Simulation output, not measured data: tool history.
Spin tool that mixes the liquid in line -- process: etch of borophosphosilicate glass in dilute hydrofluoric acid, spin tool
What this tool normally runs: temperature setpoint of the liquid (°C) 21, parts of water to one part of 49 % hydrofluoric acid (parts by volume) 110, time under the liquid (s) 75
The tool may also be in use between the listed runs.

run,hour,temperature setpoint of the liquid (°C),parts of water to one part of 49 % hydrofluoric acid (parts by volume),time under the liquid (s),wafers since the last listed run,hours since the thermometer was replaced,hours since the hydrofluoric acid flow meter was replaced,hours since the gauge calibration,"read-back film thickness of the borophosphosilicate glass reference wafer, read on the same gauge (nm)",thickness taken off the borophosphosilicate glass on a monitor wafer (nm)
1,0,21,110,85,0,232.4,120.4,1809.9,150.02,19.8
2,48.7,21,110,85,614,281.1,169.1,1858.6,150.03,20.07
3,97.2,21,100,75,612,329.6,217.6,1907.1,150,19.88
# hour 254.8: thermometer replaced
4,265,21,110,75,2104,10.2,385.4,2074.9,149.98,16.83
5,307.1,21,110,75,531,52.3,427.5,2117,149.98,16.87
6,363,21,110,75,705,108.2,483.4,2172.9,150.04,17.2
7,409.6,21,110,50,588,154.8,530,2219.5,149.99,11.53
8,479.1,21,110,50,877,224.3,599.5,2289,150.02,11.55
9,533.1,21,110,75,681,278.3,653.5,2343,149.94,17.56
10,583.3,21,110,75,633,328.5,703.7,2393.2,150.01,17.71
11,626.9,21,70,90,550,372.1,747.3,2436.8,149.95,35.57
12,696,26,90,45,872,441.2,816.4,2505.9,149.99,16.42
# hour 738.8: thermometer replaced
# hour 748.1: hydrofluoric acid flow meter replaced
13,749.5,21,110,75,649,10.7,1.4,2559.4,149.97,16.87
14,793,25.5,135,75,548,54.2,44.9,2602.9,150.03,16.3
15,857.3,21,110,50,811,118.5,109.2,2667.2,150.01,11.38
16,923.6,21,90,75,836,184.8,175.5,2733.5,150,21.62
17,953,21,110,75,371,214.2,204.9,2762.9,150,17.28
18,1006.5,21,110,75,675,267.7,258.4,2816.4,150.03,17.54
19,1033.9,21,110,75,345,295.1,285.8,2843.8,150,17.67
20,1076.4,17.5,110,75,536,337.6,328.3,2886.3,150.02,15.54
21,1146.3,23,110,75,882,407.5,398.2,2956.2,149.96,19.47
22,1193.3,21,110,75,593,454.5,445.2,3003.2,150.02,17.91
# hour 1224.9: thermometer replaced
# hour 1233.4: gauge calibrated
23,1260.3,17.5,130,110,832,35.4,512.2,26.9,150.01,18.02
24,1324,19.5,95,110,803,99.1,575.9,90.6,150.03,28.04
25,1388.4,21,110,110,812,163.5,640.3,155,149.98,25.39
26,1453.6,18,140,110,822,228.7,705.5,220.2,149.99,17.34
27,1478,18,110,75,307,253.1,729.9,244.6,149.96,15.48
28,1517,21,70,60,492,292.1,768.9,283.6,149.99,23.22
# hour 1619.4: hydrofluoric acid flow meter replaced
29,1679.9,21,110,75,2043,455,60.5,446.5,149.99,18.32
30,1726.3,19,110,30,585,501.4,106.9,492.9,149.98,6.81
# hour 1741.7: thermometer replaced
31,1752.1,17.5,65,40,312,10.4,132.7,518.7,149.96,13.99
32,1818.8,19.5,155,75,841,77.1,199.4,585.4,149.99,10.88
33,1868.7,25.5,125,75,629,127,249.3,635.3,150.02,17.65

Predict each of these 3 candidate next runs independently; none follows another, all start after run 33:
A,1869.1,17,110,75,5,127.4,249.7,635.7,?,?
B,1869.1,21,90,100,5,127.4,249.7,635.7,?,?
C,1869.1,25,110,75,5,127.4,249.7,635.7,?,?

run,"read-back film thickness of the borophosphosilicate glass reference wafer, read on the same gauge (nm)",thickness taken off the borophosphosilicate glass on a monitor wafer (nm)
A,150,14.66
B,150,28.81
C,150,20.23
The same runs, with their run-to-run variation unchanged, on a tool lacking any hidden condition would have given:
run,thickness taken off the borophosphosilicate glass on a monitor wafer (nm)
A,14.26
B,28.04
C,19.71

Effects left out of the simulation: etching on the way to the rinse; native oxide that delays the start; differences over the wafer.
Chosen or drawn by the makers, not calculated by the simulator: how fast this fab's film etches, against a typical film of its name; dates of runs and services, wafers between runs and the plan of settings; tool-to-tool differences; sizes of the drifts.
